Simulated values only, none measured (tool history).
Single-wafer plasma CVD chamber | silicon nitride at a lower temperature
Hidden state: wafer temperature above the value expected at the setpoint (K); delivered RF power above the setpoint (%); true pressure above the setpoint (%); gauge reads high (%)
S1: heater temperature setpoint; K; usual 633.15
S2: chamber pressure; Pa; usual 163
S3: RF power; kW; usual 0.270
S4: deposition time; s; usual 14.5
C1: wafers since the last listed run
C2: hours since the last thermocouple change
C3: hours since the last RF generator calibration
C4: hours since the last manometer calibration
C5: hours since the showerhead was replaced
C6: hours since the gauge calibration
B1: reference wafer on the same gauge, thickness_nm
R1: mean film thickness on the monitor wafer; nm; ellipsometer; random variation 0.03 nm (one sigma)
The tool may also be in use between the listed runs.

| run | day | S1 | S2 | S3 | S4 | C1 | C2 | C3 | C4 | C5 | C6 | B1 | R1 |
|---|---|---|---|---|---|---|---|---|---|---|---|---|---|
| 1 | 0.000 | 633.15 | 163 | 0.270 | 14.5 | 0 | 1235.4 | 1318.0 | 1104.9 | 3228.8 | 132.0 | 13.101 | 12.294 |
| 2 | 0.604 | 633.15 | 163 | 0.270 | 14.5 | 416 | 1249.9 | 1332.5 | 1119.4 | 3243.3 | 146.5 | 13.094 | 12.305 |
| 3 | 1.854 | 633.15 | 163 | 0.315 | 14.5 | 862 | 1279.9 | 1362.5 | 1149.4 | 3273.3 | 176.5 | 13.098 | 14.151 |
| 4 | 2.338 | 633.15 | 163 | 0.315 | 14.5 | 333 | 1291.5 | 1374.1 | 1161.0 | 3284.9 | 188.1 | 13.096 | 14.121 |
| 5 | 2.712 | 633.15 | 163 | 0.270 | 14.5 | 258 | 1300.5 | 1383.1 | 1170.0 | 3293.9 | 197.1 | 13.096 | 12.235 |
|  | 3.275 | capacitance manometer re-zeroed and calibrated |
| 6 | 3.371 | 633.15 | 163 | 0.270 | 14.5 | 224 | 1316.3 | 1398.9 | 2.3 | 3309.7 | 212.9 | 13.099 | 12.158 |
|  | 3.588 | gauge calibrated |
| 7 | 3.988 | 633.15 | 163 | 0.270 | 14.5 | 425 | 1331.1 | 1413.7 | 17.1 | 3324.5 | 9.6 | 13.100 | 12.190 |
|  | 4.517 | thermocouple changed; heater temperature recalibrated |
|  | 4.575 | showerhead replaced, of another model than before |
| 8 | 4.650 | 633.15 | 196 | 0.255 | 12.6 | 186 | 3.2 | 1429.6 | 33.0 | 1.8 | 25.5 | 13.097 | 10.663 |
| 9 | 5.208 | 620.15 | 144 | 0.230 | 15.7 | 385 | 16.6 | 1443.0 | 46.4 | 15.2 | 38.9 | 13.095 | 11.582 |
|  | 5.671 | RF generator calibrated |
| 10 | 5.888 | 625.15 | 163 | 0.270 | 11.9 | 238 | 32.9 | 5.2 | 62.7 | 31.5 | 55.2 | 13.101 | 10.751 |
| 11 | 6.379 | 633.15 | 163 | 0.225 | 14.5 | 339 | 44.7 | 17.0 | 74.5 | 43.3 | 67.0 | 13.098 | 11.328 |
| 12 | 6.746 | 633.15 | 163 | 0.270 | 14.5 | 253 | 53.5 | 25.8 | 83.3 | 52.1 | 75.8 | 13.097 | 13.086 |
| 13 | 7.379 | 642.15 | 163 | 0.270 | 15.8 | 437 | 68.7 | 41.0 | 98.5 | 67.3 | 91.0 | 13.111 | 14.103 |
| 14 | 7.979 | 633.15 | 163 | 0.245 | 14.5 | 414 | 83.1 | 55.4 | 112.9 | 81.7 | 105.4 | 13.105 | 12.135 |
| 15 | 8.721 | 633.15 | 163 | 0.270 | 14.5 | 511 | 100.9 | 73.2 | 130.7 | 99.5 | 123.2 | 13.101 | 13.127 |

Forecast each of these 3 alternatives for the next run:
| A | 8.738 | 633.15 | 163 | 0.270 | 14.5 | 11 | 101.3 | 73.6 | 131.1 | 99.9 | 123.6 | ? | ? |
| B | 8.738 | 633.15 | 140 | 0.270 | 13.0 | 11 | 101.3 | 73.6 | 131.1 | 99.9 | 123.6 | ? | ? |
| C | 8.738 | 633.15 | 133 | 0.270 | 12.6 | 11 | 101.3 | 73.6 | 131.1 | 99.9 | 123.6 | ? | ? |

| run | B1 | R1 |
|---|---|---|
| A | 13.104 | 13.040 |
| B | 13.104 | 11.432 |
| C | 13.104 | 11.001 |
Without the tool's hidden state the same runs would have given:
| run | R1 |
|---|---|
| A | 13.111 |
| B | 11.495 |
| C | 11.061 |
